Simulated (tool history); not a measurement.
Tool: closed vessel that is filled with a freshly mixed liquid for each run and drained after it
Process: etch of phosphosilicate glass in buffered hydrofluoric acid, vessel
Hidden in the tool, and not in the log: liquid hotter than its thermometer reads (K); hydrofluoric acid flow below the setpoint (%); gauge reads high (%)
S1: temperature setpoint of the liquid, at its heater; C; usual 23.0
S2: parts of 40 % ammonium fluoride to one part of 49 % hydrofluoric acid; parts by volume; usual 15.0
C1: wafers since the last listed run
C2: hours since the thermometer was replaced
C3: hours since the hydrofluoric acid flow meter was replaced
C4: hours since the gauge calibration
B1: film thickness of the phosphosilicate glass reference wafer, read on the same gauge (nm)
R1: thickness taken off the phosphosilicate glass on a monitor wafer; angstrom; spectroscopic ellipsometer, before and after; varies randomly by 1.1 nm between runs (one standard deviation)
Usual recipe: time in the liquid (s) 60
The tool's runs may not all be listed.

Run 1, hour 0.0: usual settings; C1 0; C2 776.9; C3 1365.3; C4 281.6; B1 140.04. Result: R1 1452.4 angstrom.
Run 2, hour 27.7: usual settings; C1 2794; C2 804.6; C3 1393.0; C4 309.3; B1 140.00. Result: R1 1463.8 angstrom.
Run 3, hour 50.2: usual settings; C1 2269; C2 827.1; C3 1415.5; C4 331.8; B1 140.00. Result: R1 1457.2 angstrom.
Run 4, hour 71.2: usual settings but S2 19.5 parts by volume; C1 2118; C2 848.1; C3 1436.5; C4 352.8; B1 139.95. Result: R1 1124.2 angstrom.
Run 5, hour 104.7: usual settings; C1 3379; C2 881.6; C3 1470.0; C4 386.3; B1 139.97. Result: R1 1450.9 angstrom.
Run 6, hour 140.3: usual settings; C1 3591; C2 917.2; C3 1505.6; C4 421.9; B1 140.00. Result: R1 1457.6 angstrom.
Run 7, hour 156.9: usual settings but S1 22.0 C; C1 1674; C2 933.8; C3 1522.2; C4 438.5; B1 139.99. Result: R1 1388.1 angstrom.
Run 8, hour 191.2: usual settings; C1 3460; C2 968.1; C3 1556.5; C4 472.8; B1 139.97. Result: R1 1469.7 angstrom.
Run 9, hour 207.0: usual settings; C1 1593; C2 983.9; C3 1572.3; C4 488.6; B1 140.01. Result: R1 1477.3 angstrom.
Run 10, hour 228.6: usual settings; C1 2179; C2 1005.5; C3 1593.9; C4 510.2; B1 140.04. Result: R1 1485.7 angstrom.
At hour 239.0: gauge calibrated.
At hour 292.5: thermometer replaced.
Run 11, hour 309.8: usual settings but S2 19.5 parts by volume, time in the liquid (s) 40; C1 8090; C2 17.3; C3 1675.1; C4 70.8; B1 140.04. Result: R1 666.5 angstrom.
Run 12, hour 322.4: usual settings but S1 24.5 C, S2 10.0 parts by volume, time in the liquid (s) 85; C1 1271; C2 29.9; C3 1687.7; C4 83.4; B1 140.02. Result: R1 2950.4 angstrom.
Run 13, hour 342.6: usual settings; C1 2037; C2 50.1; C3 1707.9; C4 103.6; B1 139.99. Result: R1 1300.1 angstrom.
Run 14, hour 362.9: usual settings but S1 20.5 C, S2 19.0 parts by volume, time in the liquid (s) 80; C1 2047; C2 70.4; C3 1728.2; C4 123.9; B1 140.02. Result: R1 1188.8 angstrom.
Run 15, hour 388.3: usual settings but S1 20.0 C, S2 12.0 parts by volume; C1 2562; C2 95.8; C3 1753.6; C4 149.3; B1 139.99. Result: R1 1402.6 angstrom.
Run 16, hour 405.7: usual settings; C1 1755; C2 113.2; C3 1771.0; C4 166.7; B1 140.01. Result: R1 1299.2 angstrom.
Run 17, hour 429.6: usual settings but S1 19.5 C, S2 18.5 parts by volume, time in the liquid (s) 70; C1 2411; C2 137.1; C3 1794.9; C4 190.6; B1 140.01. Result: R1 1039.9 angstrom.
At hour 432.7: hydrofluoric acid flow meter replaced.
Run 18, hour 464.3: usual settings but S2 20.0 parts by volume, time in the liquid (s) 30; C1 3399; C2 171.8; C3 31.6; C4 225.3; B1 139.99. Result: R1 504.7 angstrom.
Run 19, hour 497.2: usual settings; C1 3319; C2 204.7; C3 64.5; C4 258.2; B1 139.99. Result: R1 1334.4 angstrom.
Run 20, hour 527.2: usual settings; C1 3026; C2 234.7; C3 94.5; C4 288.2; B1 140.00. Result: R1 1337.4 angstrom.
Run 21, hour 552.6: usual settings but S1 21.0 C, S2 10.0 parts by volume, time in the liquid (s) 90; C1 2562; C2 260.1; C3 119.9; C4 313.6; B1 139.97. Result: R1 2654.5 angstrom.

Branching from run 21: 5 alternative next runs. What would each branch give?
Run A, hour 553.3: usual settings; C1 70; C2 260.8; C3 120.6; C4 314.3; B1 ?. Result: R1 ?.
Run B, hour 553.3: usual settings but S2 9.5 parts by volume; C1 70; C2 260.8; C3 120.6; C4 314.3; B1 ?. Result: R1 ?.
Run C, hour 553.3: usual settings but S1 20.5 C, time in the liquid (s) 80; C1 70; C2 260.8; C3 120.6; C4 314.3; B1 ?. Result: R1 ?.
Run D, hour 553.3: usual settings but S2 13.0 parts by volume, time in the liquid (s) 80; C1 70; C2 260.8; C3 120.6; C4 314.3; B1 ?. Result: R1 ?.
Run E, hour 553.3: usual settings but time in the liquid (s) 35; C1 70; C2 260.8; C3 120.6; C4 314.3; B1 ?. Result: R1 ?.

run      B1      R1
  A  140.00  1336.2
  B  140.00  2051.5
  C  140.00  1552.0
  D  140.00  2050.1
  E  140.00   779.4
Without the tool's hidden state the same runs would have given:
run      R1
  A  1287.3
  B  1976.6
  C  1494.3
  D  1975.1
  E   750.9
